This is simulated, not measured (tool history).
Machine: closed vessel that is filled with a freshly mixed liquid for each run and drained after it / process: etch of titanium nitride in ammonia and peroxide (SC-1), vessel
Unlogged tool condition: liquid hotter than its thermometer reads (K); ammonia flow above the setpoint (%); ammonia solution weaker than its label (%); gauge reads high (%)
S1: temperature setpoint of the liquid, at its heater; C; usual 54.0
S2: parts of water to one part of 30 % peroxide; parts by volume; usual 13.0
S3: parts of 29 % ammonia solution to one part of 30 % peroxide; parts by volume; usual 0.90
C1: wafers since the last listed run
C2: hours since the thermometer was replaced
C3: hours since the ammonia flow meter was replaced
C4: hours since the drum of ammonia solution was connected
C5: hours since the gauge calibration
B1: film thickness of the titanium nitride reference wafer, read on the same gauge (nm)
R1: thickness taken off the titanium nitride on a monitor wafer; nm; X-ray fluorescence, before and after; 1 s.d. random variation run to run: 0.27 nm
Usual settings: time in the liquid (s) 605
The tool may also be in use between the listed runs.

{"run": 1, "hour": 0.0, "S1": 54.0, "S2": 13.0, "S3": 0.9, "time in the liquid (s)": 605, "C1": 0, "C2": 468.8, "C3": 2341.4, "C4": 1018.2, "C5": 154.8, "B1": 140.0, "R1": 61.27}
{"run": 2, "hour": 11.8, "S1": 54.0, "S2": 13.0, "S3": 0.9, "time in the liquid (s)": 605, "C1": 1151, "C2": 480.6, "C3": 2353.2, "C4": 1030.0, "C5": 166.6, "B1": 139.97, "R1": 61.33}
{"run": 3, "hour": 28.4, "S1": 54.0, "S2": 13.0, "S3": 0.9, "time in the liquid (s)": 605, "C1": 1619, "C2": 497.2, "C3": 2369.8, "C4": 1046.6, "C5": 183.2, "B1": 139.95, "R1": 61.76}
{"run": 4, "hour": 35.1, "S1": 54.0, "S2": 13.0, "S3": 0.9, "time in the liquid (s)": 605, "C1": 653, "C2": 503.9, "C3": 2376.5, "C4": 1053.3, "C5": 189.9, "B1": 140.04, "R1": 61.59}
{"run": 5, "hour": 51.8, "S1": 54.0, "S2": 13.0, "S3": 0.9, "time in the liquid (s)": 605, "C1": 1629, "C2": 520.6, "C3": 2393.2, "C4": 1070.0, "C5": 206.6, "B1": 139.99, "R1": 61.51}
{"run": 6, "hour": 60.0, "S1": 54.0, "S2": 9.5, "S3": 0.9, "time in the liquid (s)": 365, "C1": 800, "C2": 528.8, "C3": 2401.4, "C4": 1078.2, "C5": 214.8, "B1": 140.04, "R1": 43.75}
{"run": 7, "hour": 72.0, "S1": 54.0, "S2": 11.0, "S3": 0.9, "time in the liquid (s)": 605, "C1": 1170, "C2": 540.8, "C3": 2413.4, "C4": 1090.2, "C5": 226.8, "B1": 140.0, "R1": 67.91}
{"run": 8, "hour": 86.2, "S1": 54.0, "S2": 11.0, "S3": 0.9, "time in the liquid (s)": 605, "C1": 1385, "C2": 555.0, "C3": 2427.6, "C4": 1104.4, "C5": 241.0, "B1": 140.01, "R1": 67.85}
{"run": 9, "hour": 104.2, "S1": 54.0, "S2": 11.0, "S3": 0.9, "time in the liquid (s)": 605, "C1": 1756, "C2": 573.0, "C3": 2445.6, "C4": 1122.4, "C5": 259.0, "B1": 140.01, "R1": 68.08}
{"run": 10, "hour": 114.3, "S1": 54.0, "S2": 13.0, "S3": 1.1, "time in the liquid (s)": 330, "C1": 985, "C2": 583.1, "C3": 2455.7, "C4": 1132.5, "C5": 269.1, "B1": 140.02, "R1": 35.51}
{"hour": 121.3, "done": "ammonia flow meter replaced"}
{"hour": 127.9, "done": "thermometer replaced"}
{"run": 11, "hour": 132.2, "S1": 54.0, "S2": 9.0, "S3": 0.9, "time in the liquid (s)": 605, "C1": 1551, "C2": 4.3, "C3": 10.9, "C4": 1150.4, "C5": 287.0, "B1": 139.95, "R1": 81.8}
{"run": 12, "hour": 145.2, "S1": 54.0, "S2": 10.5, "S3": 1.2, "time in the liquid (s)": 605, "C1": 1268, "C2": 17.3, "C3": 23.9, "C4": 1163.4, "C5": 300.0, "B1": 139.96, "R1": 79.44}
{"hour": 167.4, "done": "new drum of ammonia solution connected"}
{"hour": 174.0, "done": "thermometer replaced, repeated, since the last time left the tool worse"}
{"hour": 185.0, "done": "gauge calibrated"}
{"run": 13, "hour": 186.3, "S1": 54.0, "S2": 13.0, "S3": 0.55, "time in the liquid (s)": 775, "C1": 3815, "C2": 12.3, "C3": 65.0, "C4": 18.9, "C5": 1.3, "B1": 140.02, "R1": 65.46}
{"run": 14, "hour": 200.0, "S1": 54.0, "S2": 13.0, "S3": 0.9, "time in the liquid (s)": 605, "C1": 1336, "C2": 26.0, "C3": 78.7, "C4": 32.6, "C5": 15.0, "B1": 139.99, "R1": 55.64}
{"run": 15, "hour": 214.8, "S1": 54.0, "S2": 13.0, "S3": 0.9, "time in the liquid (s)": 605, "C1": 1444, "C2": 40.8, "C3": 93.5, "C4": 47.4, "C5": 29.8, "B1": 140.02, "R1": 55.93}
{"run": 16, "hour": 225.8, "S1": 63.0, "S2": 13.0, "S3": 0.75, "time in the liquid (s)": 605, "C1": 1073, "C2": 51.8, "C3": 104.5, "C4": 58.4, "C5": 40.8, "B1": 140.02, "R1": 99.3}
{"run": 17, "hour": 237.7, "S1": 51.0, "S2": 18.5, "S3": 0.6, "time in the liquid (s)": 605, "C1": 1161, "C2": 63.7, "C3": 116.4, "C4": 70.3, "C5": 52.7, "B1": 140.02, "R1": 35.44}
{"run": 18, "hour": 251.9, "S1": 54.0, "S2": 13.0, "S3": 0.9, "time in the liquid (s)": 605, "C1": 1385, "C2": 77.9, "C3": 130.6, "C4": 84.5, "C5": 66.9, "B1": 139.97, "R1": 56.49}
{"run": 19, "hour": 262.4, "S1": 54.0, "S2": 17.5, "S3": 0.9, "time in the liquid (s)": 605, "C1": 1024, "C2": 88.4, "C3": 141.1, "C4": 95.0, "C5": 77.4, "B1": 140.01, "R1": 48.24}
{"run": 20, "hour": 271.9, "S1": 61.5, "S2": 18.5, "S3": 0.65, "time in the liquid (s)": 320, "C1": 926, "C2": 97.9, "C3": 150.6, "C4": 104.5, "C5": 86.9, "B1": 140.03, "R1": 38.4}
{"run": 21, "hour": 283.9, "S1": 54.0, "S2": 13.0, "S3": 0.45, "time in the liquid (s)": 605, "C1": 1170, "C2": 109.9, "C3": 162.6, "C4": 116.5, "C5": 98.9, "B1": 140.0, "R1": 50.95}

What if the next run were any one of these 3? Each begins from the tool's condition after run 21:
{"run": "A", "hour": 284.7, "S1": 54.0, "S2": 13.0, "S3": 0.9, "time in the liquid (s)": 605, "C1": 78, "C2": 110.7, "C3": 163.4, "C4": 117.3, "C5": 99.7, "B1": "?", "R1": "?"}
{"run": "B", "hour": 284.7, "S1": 46.5, "S2": 13.0, "S3": 0.6, "time in the liquid (s)": 735, "C1": 78, "C2": 110.7, "C3": 163.4, "C4": 117.3, "C5": 99.7, "B1": "?", "R1": "?"}
{"run": "C", "hour": 284.7, "S1": 54.0, "S2": 13.0, "S3": 1.1, "time in the liquid (s)": 605, "C1": 78, "C2": 110.7, "C3": 163.4, "C4": 117.3, "C5": 99.7, "B1": "?", "R1": "?"}

run=A B1=140.03 R1=56.90
run=B B1=140.03 R1=38.35
run=C B1=140.03 R1=58.76
The same runs, with their run-to-run variation unchanged, on a tool lacking any hidden condition would have given:
run=A R1=54.96
run=B R1=36.99
run=C R1=56.76
